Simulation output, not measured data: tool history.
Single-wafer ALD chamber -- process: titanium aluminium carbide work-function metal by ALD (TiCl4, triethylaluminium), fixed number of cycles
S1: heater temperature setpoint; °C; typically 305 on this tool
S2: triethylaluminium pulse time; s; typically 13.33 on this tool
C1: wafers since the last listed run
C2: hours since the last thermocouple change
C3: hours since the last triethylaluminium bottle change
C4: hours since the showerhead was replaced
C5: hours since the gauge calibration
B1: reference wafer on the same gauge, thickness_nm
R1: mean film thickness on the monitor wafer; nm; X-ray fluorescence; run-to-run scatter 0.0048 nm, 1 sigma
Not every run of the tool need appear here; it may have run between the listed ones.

Run 1, hour 0: usual settings; C1 0; C2 2244.3; C3 1928.2; C4 5270.4; C5 239.2; B1 2.121. Result: R1 1.821 nm.
Run 2, hour 6.6: usual settings; C1 83; C2 2250.9; C3 1934.8; C4 5277; C5 245.8; B1 2.12. Result: R1 1.821 nm.
Run 3, hour 23.8: usual settings but S1 294 °C; C1 218; C2 2268.1; C3 1952; C4 5294.2; C5 263; B1 2.119. Result: R1 1.721 nm.
Run 4, hour 40.3: usual settings but S1 294 °C; C1 209; C2 2284.6; C3 1968.5; C4 5310.7; C5 279.5; B1 2.121. Result: R1 1.728 nm.
Run 5, hour 51.7: usual settings but S1 294 °C; C1 144; C2 2296; C3 1979.9; C4 5322.1; C5 290.9; B1 2.118. Result: R1 1.712 nm.
Run 6, hour 60.6: usual settings but S2 17.12 s; C1 113; C2 2304.9; C3 1988.8; C4 5331; C5 299.8; B1 2.121. Result: R1 1.852 nm.
Run 7, hour 77.3: usual settings but S2 17.12 s; C1 212; C2 2321.6; C3 2005.5; C4 5347.7; C5 316.5; B1 2.121. Result: R1 1.852 nm.
Run 8, hour 90.7: usual settings but S2 17.12 s; C1 170; C2 2335; C3 2018.9; C4 5361.1; C5 329.9; B1 2.118. Result: R1 1.851 nm.
Run 9, hour 103.8: usual settings; C1 166; C2 2348.1; C3 2032; C4 5374.2; C5 343; B1 2.119. Result: R1 1.81 nm.
Run 10, hour 116.3: usual settings but S1 296 °C; C1 158; C2 2360.6; C3 2044.5; C4 5386.7; C5 355.5; B1 2.119. Result: R1 1.728 nm.
Run 11, hour 123.9: usual settings but S1 296 °C; C1 96; C2 2368.2; C3 2052.1; C4 5394.3; C5 363.1; B1 2.121. Result: R1 1.726 nm.
Run 12, hour 131.5: usual settings but S1 296 °C, S2 16.58 s; C1 96; C2 2375.8; C3 2059.7; C4 5401.9; C5 370.7; B1 2.12. Result: R1 1.775 nm.
Run 13, hour 142.8: usual settings; C1 143; C2 2387.1; C3 2071; C4 5413.2; C5 382; B1 2.119. Result: R1 1.796 nm.
At hour 152: triethylaluminium bottle replaced.
Run 14, hour 160.6: usual settings but S1 310 °C, S2 18.62 s; C1 124; C2 2404.9; C3 8.6; C4 5431; C5 399.8; B1 2.119. Result: R1 1.871 nm.
Run 15, hour 173.6: usual settings; C1 165; C2 2417.9; C3 21.6; C4 5444; C5 412.8; B1 2.12. Result: R1 1.707 nm.
At hour 181.6: showerhead replaced.
At hour 185.6: thermocouple changed; heater temperature recalibrated.
Run 16, hour 188: usual settings but S1 309 °C, S2 10.55 s; C1 31; C2 2.4; C3 36; C4 6.4; C5 427.2; B1 2.123. Result: R1 1.621 nm.
Run 17, hour 205: usual settings but S1 296 °C; C1 215; C2 19.4; C3 53; C4 23.4; C5 444.2; B1 2.12. Result: R1 1.641 nm.
Run 18, hour 215.9: usual settings but S1 291 °C, S2 9.87 s; C1 138; C2 30.3; C3 63.9; C4 34.3; C5 455.1; B1 2.118. Result: R1 1.447 nm.
At hour 228.2: triethylaluminium bottle replaced, repeated, since the last time left the tool worse.
Run 19, hour 231.1: usual settings but S1 309 °C, S2 11.3 s; C1 91; C2 45.5; C3 2.9; C4 49.5; C5 470.3; B1 2.12. Result: R1 1.874 nm.
At hour 231.3: gauge calibrated.
Run 20, hour 239: usual settings; C1 100; C2 53.4; C3 10.8; C4 57.4; C5 7.7; B1 2.121. Result: R1 1.859 nm.
Run 21, hour 250.5: usual settings; C1 146; C2 64.9; C3 22.3; C4 68.9; C5 19.2; B1 2.121. Result: R1 1.863 nm.
Run 22, hour 266.3: usual settings but S1 312 °C, S2 15.65 s; C1 200; C2 80.7; C3 38.1; C4 84.7; C5 35; B1 2.12. Result: R1 1.939 nm.
Run 23, hour 282: usual settings but S2 16.78 s; C1 199; C2 96.4; C3 53.8; C4 100.4; C5 50.7; B1 2.118. Result: R1 1.881 nm.
Run 24, hour 298.4: usual settings but S1 293 °C; C1 208; C2 112.8; C3 70.2; C4 116.8; C5 67.1; B1 2.119. Result: R1 1.754 nm.
Run 25, hour 315.4: usual settings but S1 314 °C, S2 15.68 s; C1 215; C2 129.8; C3 87.2; C4 133.8; C5 84.1; B1 2.12. Result: R1 1.958 nm.
Run 26, hour 335.1: usual settings but S2 8.52 s; C1 250; C2 149.5; C3 106.9; C4 153.5; C5 103.8; B1 2.123. Result: R1 1.768 nm.
Run 27, hour 352.7: usual settings but S1 298 °C, S2 16.93 s; C1 223; C2 167.1; C3 124.5; C4 171.1; C5 121.4; B1 2.12. Result: R1 1.817 nm.

What does the tool deliver on the next run?
Run 28, hour 360.3: usual settings; C1 96; C2 174.7; C3 132.1; C4 178.7; C5 129; B1 ?. Result: R1 ?.

B1: 2.12
R1: 1.864 nm
The same run, on a tool lacking any hidden state, would have yielded R1 1.866 nm.
